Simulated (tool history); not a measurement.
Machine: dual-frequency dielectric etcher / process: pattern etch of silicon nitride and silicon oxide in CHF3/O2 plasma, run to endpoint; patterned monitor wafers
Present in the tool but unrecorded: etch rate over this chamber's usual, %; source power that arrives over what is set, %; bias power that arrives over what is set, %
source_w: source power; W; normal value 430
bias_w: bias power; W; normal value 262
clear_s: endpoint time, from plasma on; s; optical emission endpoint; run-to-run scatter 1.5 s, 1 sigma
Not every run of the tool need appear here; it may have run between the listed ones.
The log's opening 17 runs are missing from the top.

run    hour  source_w  bias_w  wafers since the last listed run  hours since the last wet clean  hours since the last source power generator calibration  hours since the last bias power generator calibration  hours since the last upper electrode change  incoming incoming film thickness, nm  clear_s
 18  1275.4       350     297                               388                           497.0                                                   4946.1                                                 4377.0                                       4326.5                                 284.5    181.2
     1319.8  -- bias power generator calibrated
 19  1374.0       430     215                               858                           595.6                                                   5044.7                                                   54.2                                       4425.1                                 282.9    195.7
 20  1425.6       430     262                               468                           647.2                                                   5096.3                                                  105.8                                       4476.7                                 282.5    180.4
     1439.3  -- source power generator calibrated
 21  1475.3       430     262                               414                           696.9                                                     36.0                                                  155.5                                       4526.4                                 279.7    176.3
 22  1581.9       490     315                               967                           803.5                                                    142.6                                                  262.1                                       4633.0                                 284.0    159.6
     1641.8  -- wet clean of the chamber
 23  1664.1       530     210                               527                            22.3                                                    224.8                                                  344.3                                       4715.2                                 283.1    191.9
     1763.7  -- upper electrode replaced
 24  1764.2       400     323                               690                           122.4                                                    324.9                                                  444.4                                          0.5                                 284.5    171.9
 25  1833.7       470     317                               630                           191.9                                                    394.4                                                  513.9                                         70.0                                 283.6    165.0
 26  1888.0       520     235                               492                           246.2                                                    448.7                                                  568.2                                        124.3                                 282.5    181.7
 27  1931.2       340     215                               391                           289.4                                                    491.9                                                  611.4                                        167.5                                 283.6    214.7
 28  2011.1       430     212                               724                           369.3                                                    571.8                                                  691.3                                        247.4                                 282.9    201.0
 29  2082.4       400     291                               646                           440.6                                                    643.1                                                  762.6                                        318.7                                 284.0    175.3
 30  2151.2       460     284                               624                           509.4                                                    711.9                                                  831.4                                        387.5                                 282.0    169.5
 31  2442.4       350     317                              2641                           800.6                                                   1003.1                                                 1122.6                                        678.7                                 282.3    173.7
     2480.4  -- wet clean of the chamber
 32  2525.4       430     262                               535                            45.0                                                   1086.1                                                 1205.6                                        761.7                                 281.1    184.1
 33  2564.3       350     232                               352                            83.9                                                   1125.0                                                 1244.5                                        800.6                                 282.2    204.4
 34  2649.2       430     262                               770                           168.8                                                   1209.9                                                 1329.4                                        885.5                                 281.4    181.7

5 options for the next run, each taken on its own from the tool as it stands now. Forecast them:
  A  2649.7       430     262                                 4                           169.3                                                   1210.4                                                 1329.9                                        886.0                                 281.3        ?
  B  2649.7       510     235                                 4                           169.3                                                   1210.4                                                 1329.9                                        886.0                                 281.3        ?
  C  2649.7       530     223                                 4                           169.3                                                   1210.4                                                 1329.9                                        886.0                                 281.3        ?
  D  2649.7       330     281                                 4                           169.3                                                   1210.4                                                 1329.9                                        886.0                                 281.3        ?
  E  2649.7       460     207                                 4                           169.3                                                   1210.4                                                 1329.9                                        886.0                                 281.3        ?

run  clear_s
  A    184.3
  B    184.6
  C    186.9
  D    191.1
  E    201.1
What these runs would have given with no unlogged condition in the tool:
run  clear_s
  A    187.3
  B    187.6
  C    189.9
  D    194.1
  E    204.3
